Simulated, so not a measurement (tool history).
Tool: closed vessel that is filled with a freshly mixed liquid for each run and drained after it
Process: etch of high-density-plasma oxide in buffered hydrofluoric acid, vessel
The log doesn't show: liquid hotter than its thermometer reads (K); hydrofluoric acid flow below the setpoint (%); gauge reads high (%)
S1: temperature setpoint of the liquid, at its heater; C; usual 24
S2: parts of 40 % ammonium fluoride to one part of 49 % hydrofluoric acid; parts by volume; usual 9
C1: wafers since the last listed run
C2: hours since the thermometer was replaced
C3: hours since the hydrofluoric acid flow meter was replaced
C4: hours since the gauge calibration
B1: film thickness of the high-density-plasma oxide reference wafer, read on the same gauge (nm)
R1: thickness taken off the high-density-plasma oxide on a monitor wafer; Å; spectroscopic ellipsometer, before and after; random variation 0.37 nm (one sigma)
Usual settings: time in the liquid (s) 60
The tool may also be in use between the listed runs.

run 1 hour=0 | S1=24 S2=9 time_in_the_liquid_(s)=60 | C1=0 C2=2727.4 C3=589.3 C4=3909.9 | B1=149.98 | R1=844.6
run 2 hour=233.6 | S1=24 S2=9 time_in_the_liquid_(s)=60 | C1=32738 C2=2961 C3=822.9 C4=4143.5 | B1=150.01 | R1=845.3
run 3 hour=309.8 | S1=24 S2=9 time_in_the_liquid_(s)=60 | C1=10679 C2=3037.2 C3=899.1 C4=4219.7 | B1=149.99 | R1=845.2
-- hour=391.6 thermometer replaced
-- hour=399.6 hydrofluoric acid flow meter replaced
-- hour=405.3 gauge calibrated
run 4 hour=406.4 | S1=24 S2=9 time_in_the_liquid_(s)=60 | C1=13257 C2=14.8 C3=6.8 C4=1.1 | B1=150 | R1=809.6
run 5 hour=488.6 | S1=24 S2=11 time_in_the_liquid_(s)=35 | C1=11520 C2=97 C3=89 C4=83.3 | B1=150.03 | R1=402
run 6 hour=551 | S1=27.5 S2=9 time_in_the_liquid_(s)=60 | C1=8745 C2=159.4 C3=151.4 C4=145.7 | B1=150.03 | R1=983.9
run 7 hour=635.4 | S1=24 S2=9 time_in_the_liquid_(s)=45 | C1=11828 C2=243.8 C3=235.8 C4=230.1 | B1=150.03 | R1=610
run 8 hour=727.9 | S1=20.5 S2=6 time_in_the_liquid_(s)=80 | C1=12963 C2=336.3 C3=328.3 C4=322.6 | B1=150.01 | R1=1330
run 9 hour=803.9 | S1=24 S2=9 time_in_the_liquid_(s)=60 | C1=10651 C2=412.3 C3=404.3 C4=398.6 | B1=150 | R1=811.3
run 10 hour=846.8 | S1=24 S2=9 time_in_the_liquid_(s)=60 | C1=6012 C2=455.2 C3=447.2 C4=441.5 | B1=149.98 | R1=814.9
run 11 hour=922.6 | S1=24 S2=9 time_in_the_liquid_(s)=60 | C1=10623 C2=531 C3=523 C4=517.3 | B1=149.99 | R1=812.3
run 12 hour=979.2 | S1=24 S2=9 time_in_the_liquid_(s)=30 | C1=7932 C2=587.6 C3=579.6 C4=573.9 | B1=149.99 | R1=407.7
run 13 hour=1073.2 | S1=22.5 S2=11 time_in_the_liquid_(s)=60 | C1=13173 C2=681.6 C3=673.6 C4=667.9 | B1=149.98 | R1=642.9
run 14 hour=1177.8 | S1=26 S2=12 time_in_the_liquid_(s)=45 | C1=14659 C2=786.2 C3=778.2 C4=772.5 | B1=150 | R1=533.9
run 15 hour=1234.4 | S1=24 S2=7.5 time_in_the_liquid_(s)=60 | C1=7932 C2=842.8 C3=834.8 C4=829.1 | B1=149.99 | R1=994.5
run 16 hour=1270.8 | S1=26 S2=11 time_in_the_liquid_(s)=35 | C1=5101 C2=879.2 C3=871.2 C4=865.5 | B1=150.01 | R1=453.4
run 17 hour=1351.5 | S1=20 S2=6.5 time_in_the_liquid_(s)=60 | C1=11309 C2=959.9 C3=951.9 C4=946.2 | B1=150 | R1=917.5
run 18 hour=1453.9 | S1=24 S2=9 time_in_the_liquid_(s)=60 | C1=14351 C2=1062.3 C3=1054.3 C4=1048.6 | B1=149.97 | R1=824.1
-- hour=1455.1 hydrofluoric acid flow meter replaced
run 19 hour=1499.2 | S1=24 S2=9 time_in_the_liquid_(s)=35 | C1=6208 C2=1107.6 C3=44.1 C4=1093.9 | B1=149.98 | R1=480.7
run 20 hour=1591.4 | S1=24 S2=10.5 time_in_the_liquid_(s)=60 | C1=12921 C2=1199.8 C3=136.3 C4=1186.1 | B1=150 | R1=736.5
run 21 hour=1640.3 | S1=24 S2=9 time_in_the_liquid_(s)=60 | C1=6853 C2=1248.7 C3=185.2 C4=1235 | B1=149.99 | R1=821.6
run 22 hour=1740.5 | S1=27 S2=11.5 time_in_the_liquid_(s)=75 | C1=14042 C2=1348.9 C3=285.4 C4=1335.2 | B1=150.01 | R1=985.9
run 23 hour=1810.1 | S1=27.5 S2=12 time_in_the_liquid_(s)=70 | C1=9754 C2=1418.5 C3=355 C4=1404.8 | B1=150.03 | R1=909.5
run 24 hour=1908.4 | S1=25.5 S2=9 time_in_the_liquid_(s)=60 | C1=13776 C2=1516.8 C3=453.3 C4=1503.1 | B1=149.98 | R1=895.6
run 25 hour=1953.9 | S1=21 S2=9 time_in_the_liquid_(s)=60 | C1=6376 C2=1562.3 C3=498.8 C4=1548.6 | B1=149.98 | R1=700.2
run 26 hour=2030.8 | S1=24 S2=9 time_in_the_liquid_(s)=60 | C1=10777 C2=1639.2 C3=575.7 C4=1625.5 | B1=149.96 | R1=818.8
run 27 hour=2097.6 | S1=29 S2=9 time_in_the_liquid_(s)=60 | C1=9361 C2=1706 C3=642.5 C4=1692.3 | B1=149.99 | R1=1080.4
run 28 hour=2162.7 | S1=27 S2=10.5 time_in_the_liquid_(s)=45 | C1=9123 C2=1771.1 C3=707.6 C4=1757.4 | B1=149.98 | R1=652.6
run 29 hour=2228.4 | S1=24 S2=9 time_in_the_liquid_(s)=60 | C1=9207 C2=1836.8 C3=773.3 C4=1823.1 | B1=149.98 | R1=833.5
run 30 hour=2314.8 | S1=24 S2=9 time_in_the_liquid_(s)=75 | C1=12108 C2=1923.2 C3=859.7 C4=1909.5 | B1=149.99 | R1=1033.8
-- hour=2323.7 hydrofluoric acid flow meter replaced
run 31 hour=2396.7 | S1=24 S2=9 time_in_the_liquid_(s)=60 | C1=11337 C2=2005.1 C3=73 C4=1991.4 | B1=149.99 | R1=842.8

4 ways to go on from here, each from the tool as it stands after run 31. What would each give?
run A hour=2397.4 | S1=19.5 S2=9 time_in_the_liquid_(s)=60 | C1=98 C2=2005.8 C3=73.7 C4=1992.1 | B1=? | R1=?
run B hour=2397.4 | S1=19.5 S2=12 time_in_the_liquid_(s)=40 | C1=98 C2=2005.8 C3=73.7 C4=1992.1 | B1=? | R1=?
run C hour=2397.4 | S1=24 S2=12.5 time_in_the_liquid_(s)=30 | C1=98 C2=2005.8 C3=73.7 C4=1992.1 | B1=? | R1=?
run D hour=2397.4 | S1=20 S2=12 time_in_the_liquid_(s)=80 | C1=98 C2=2005.8 C3=73.7 C4=1992.1 | B1=? | R1=?

run=A B1=150 R1=653.9
run=B B1=150 R1=341.5
run=C B1=150 R1=315.4
run=D B1=150 R1=702.3
Without the tool's hidden state the same runs would have given:
run=A R1=631.9
run=B R1=330
run=C R1=305.1
run=D R1=678.8

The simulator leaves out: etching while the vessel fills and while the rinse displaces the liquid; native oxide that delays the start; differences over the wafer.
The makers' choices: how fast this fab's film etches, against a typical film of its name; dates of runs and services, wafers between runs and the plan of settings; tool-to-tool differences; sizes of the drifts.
